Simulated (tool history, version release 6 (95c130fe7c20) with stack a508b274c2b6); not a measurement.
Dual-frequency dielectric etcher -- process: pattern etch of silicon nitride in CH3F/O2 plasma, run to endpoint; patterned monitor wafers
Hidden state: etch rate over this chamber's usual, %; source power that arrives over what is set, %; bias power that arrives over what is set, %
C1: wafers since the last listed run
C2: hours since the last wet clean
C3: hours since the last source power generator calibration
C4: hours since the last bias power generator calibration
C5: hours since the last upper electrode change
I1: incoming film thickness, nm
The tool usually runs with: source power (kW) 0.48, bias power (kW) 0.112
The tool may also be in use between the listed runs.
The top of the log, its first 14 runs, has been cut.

Run 15, hour 680.8: usual settings but source power (kW) 0.41; C1 360; C2 113.6; C3 2244.2; C4 40.1; C5 3143.2; I1 106.1. Result: endpoint time (s) 100.3.
Run 16, hour 707.8: usual settings; C1 245; C2 140.6; C3 2271.2; C4 67.1; C5 3170.2; I1 106.8. Result: endpoint time (s) 95.3.
Run 17, hour 763.5: usual settings but source power (kW) 0.54, bias power (kW) 0.124; C1 506; C2 196.3; C3 2326.9; C4 122.8; C5 3225.9; I1 107. Result: endpoint time (s) 89.4.
Run 18, hour 801.6: usual settings but source power (kW) 0.39; C1 346; C2 234.4; C3 2365; C4 160.9; C5 3264; I1 106.9. Result: endpoint time (s) 101.6.
Run 19, hour 854.8: usual settings but source power (kW) 0.41; C1 484; C2 287.6; C3 2418.2; C4 214.1; C5 3317.2; I1 107. Result: endpoint time (s) 100.1.
Run 20, hour 882.7: usual settings; C1 253; C2 315.5; C3 2446.1; C4 242; C5 3345.1; I1 106.5. Result: endpoint time (s) 94.1.
At hour 948: wet clean of the chamber.
Run 21, hour 948.5: usual settings but source power (kW) 0.5; C1 380; C2 0.5; C3 2511.9; C4 307.8; C5 3410.9; I1 107.9. Result: endpoint time (s) 95.1.
At hour 1109.8: upper electrode replaced.
Run 22, hour 1123.7: usual settings but bias power (kW) 0.1; C1 1375; C2 175.7; C3 2687.1; C4 483; C5 13.9; I1 106.6. Result: endpoint time (s) 96.6.

Predict the results of run 23:
Run 23, hour 1191.2: usual settings; C1 614; C2 243.2; C3 2754.6; C4 550.5; C5 81.4; I1 105.8. Result: endpoint time (s) ?.

endpoint time (s): 93.1
Take away the tool's hidden state, keep the run-to-run variation as it was, and the same run would have given endpoint time (s) 95.8.
